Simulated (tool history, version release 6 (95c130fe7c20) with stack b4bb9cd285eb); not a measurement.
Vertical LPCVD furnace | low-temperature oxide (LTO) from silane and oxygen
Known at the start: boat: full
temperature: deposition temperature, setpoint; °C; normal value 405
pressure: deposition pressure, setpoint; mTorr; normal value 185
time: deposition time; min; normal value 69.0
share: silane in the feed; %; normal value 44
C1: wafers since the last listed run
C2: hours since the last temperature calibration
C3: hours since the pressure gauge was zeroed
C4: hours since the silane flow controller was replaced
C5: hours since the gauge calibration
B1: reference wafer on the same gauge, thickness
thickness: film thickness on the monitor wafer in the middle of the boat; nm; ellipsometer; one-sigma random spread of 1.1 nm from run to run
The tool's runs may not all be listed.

Run 1, day 0.000: usual settings; C1 0; C2 3147.7; C3 3054.1; C4 2103.9; C5 17.9; B1 668.57. Result: thickness 721.76 nm.
Run 2, day 0.850: usual settings; C1 208; C2 3168.1; C3 3074.5; C4 2124.3; C5 38.3; B1 667.72. Result: thickness 721.06 nm.
Run 3, day 1.417: usual settings; C1 139; C2 3181.7; C3 3088.1; C4 2137.9; C5 51.9; B1 667.76. Result: thickness 720.40 nm.
Run 4, day 2.312: usual settings; C1 219; C2 3203.2; C3 3109.6; C4 2159.4; C5 73.4; B1 668.02. Result: thickness 722.39 nm.
Run 5, day 3.275: usual settings but pressure 155 mTorr; C1 236; C2 3226.3; C3 3132.7; C4 2182.5; C5 96.5; B1 668.32. Result: thickness 604.40 nm.
Run 6, day 4.188: usual settings; C1 223; C2 3248.2; C3 3154.6; C4 2204.4; C5 118.4; B1 668.10. Result: thickness 720.80 nm.
Run 7, day 6.025: usual settings; C1 450; C2 3292.3; C3 3198.7; C4 2248.5; C5 162.5; B1 667.64. Result: thickness 724.86 nm.
At day 7.150: pressure gauge zeroed.
Run 8, day 7.171: usual settings; C1 35; C2 3319.8; C3 0.5; C4 2276.0; C5 190.0; B1 667.91. Result: thickness 722.98 nm.
At day 8.267: silane flow controller replaced.
Run 9, day 8.288: usual settings but pressure 210 mTorr, share 47 %; C1 28; C2 3346.6; C3 27.3; C4 0.5; C5 216.8; B1 668.09. Result: thickness 876.56 nm.
Run 10, day 8.521: usual settings but pressure 210 mTorr, share 47 %; C1 46; C2 3352.2; C3 32.9; C4 6.1; C5 222.4; B1 668.72. Result: thickness 878.51 nm.
At day 9.479: thermocouples replaced and temperature profile calibrated.
Run 11, day 9.500: usual settings; C1 5; C2 0.5; C3 56.4; C4 29.6; C5 245.9; B1 667.95. Result: thickness 738.74 nm.
At day 10.154: gauge calibrated.
Run 12, day 11.100: usual settings but pressure 145 mTorr; C1 392; C2 38.9; C3 94.8; C4 68.0; C5 22.7; B1 668.50. Result: thickness 577.83 nm.
Run 13, day 11.554: usual settings but temperature 398 °C, pressure 230 mTorr, time 81.5 min, share 50 %; C1 111; C2 49.8; C3 105.7; C4 78.9; C5 33.6; B1 667.99. Result: thickness 1140.27 nm.
Run 14, day 12.129: usual settings but share 39 %; C1 141; C2 63.6; C3 119.5; C4 92.7; C5 47.4; B1 667.55. Result: thickness 645.51 nm.
At day 13.775: thermocouples replaced and temperature profile calibrated, repeated, since the last time left the tool worse.
Run 15, day 13.796: usual settings but temperature 414 °C, share 49 %; C1 163; C2 0.5; C3 159.5; C4 132.7; C5 87.4; B1 668.60. Result: thickness 852.87 nm.
Run 16, day 14.029: usual settings but temperature 400 °C, time 80.5 min; C1 57; C2 6.1; C3 165.1; C4 138.3; C5 93.0; B1 668.19. Result: thickness 780.31 nm.
Run 17, day 14.617: usual settings; C1 144; C2 20.2; C3 179.2; C4 152.4; C5 107.1; B1 667.73. Result: thickness 703.45 nm.
Run 18, day 15.329: usual settings but pressure 160 mTorr, share 40 %; C1 174; C2 37.3; C3 196.3; C4 169.5; C5 124.2; B1 667.87. Result: thickness 549.85 nm.
Run 19, day 16.021: usual settings but pressure 165 mTorr, share 50 %; C1 169; C2 53.9; C3 212.9; C4 186.1; C5 140.8; B1 667.75. Result: thickness 708.40 nm.
Run 20, day 16.717: usual settings; C1 170; C2 70.6; C3 229.6; C4 202.8; C5 157.5; B1 667.83. Result: thickness 705.14 nm.
Run 21, day 17.225: usual settings but temperature 398 °C, pressure 230 mTorr, time 81.5 min, share 50 %; C1 124; C2 82.8; C3 241.8; C4 215.0; C5 169.7; B1 667.61. Result: thickness 1084.84 nm.
Run 22, day 17.788: usual settings but time 52.5 min; C1 137; C2 96.3; C3 255.3; C4 228.5; C5 183.2; B1 667.68. Result: thickness 534.91 nm.
Run 23, day 18.675: usual settings but time 89.0 min, share 38 %; C1 217; C2 117.6; C3 276.6; C4 249.8; C5 204.5; B1 667.87. Result: thickness 769.20 nm.

5 ways to go on from here, each from the tool as it stands after run 23. What would each give?
Run A, day 18.912: usual settings; C1 58; C2 123.3; C3 282.3; C4 255.5; C5 210.2; B1 ?. Result: thickness ?.
Run B, day 18.912: usual settings but temperature 412 °C; C1 58; C2 123.3; C3 282.3; C4 255.5; C5 210.2; B1 ?. Result: thickness ?.
Run C, day 18.912: usual settings but temperature 416 °C; C1 58; C2 123.3; C3 282.3; C4 255.5; C5 210.2; B1 ?. Result: thickness ?.
Run D, day 18.912: usual settings but pressure 205 mTorr, time 78.5 min, share 36 %; C1 58; C2 123.3; C3 282.3; C4 255.5; C5 210.2; B1 ?. Result: thickness ?.
Run E, day 18.912: usual settings but pressure 205 mTorr; C1 58; C2 123.3; C3 282.3; C4 255.5; C5 210.2; B1 ?. Result: thickness ?.

run      B1  thickness
  A  668.24     705.15
  B  668.24     757.90
  C  668.24     789.10
  D  668.24     702.53
  E  668.24     781.38
Stripped of hidden state, with their random variation kept, the same runs would have yielded:
run  thickness
  A     700.08
  B     752.59
  C     783.66
  D     697.15
  E     775.76
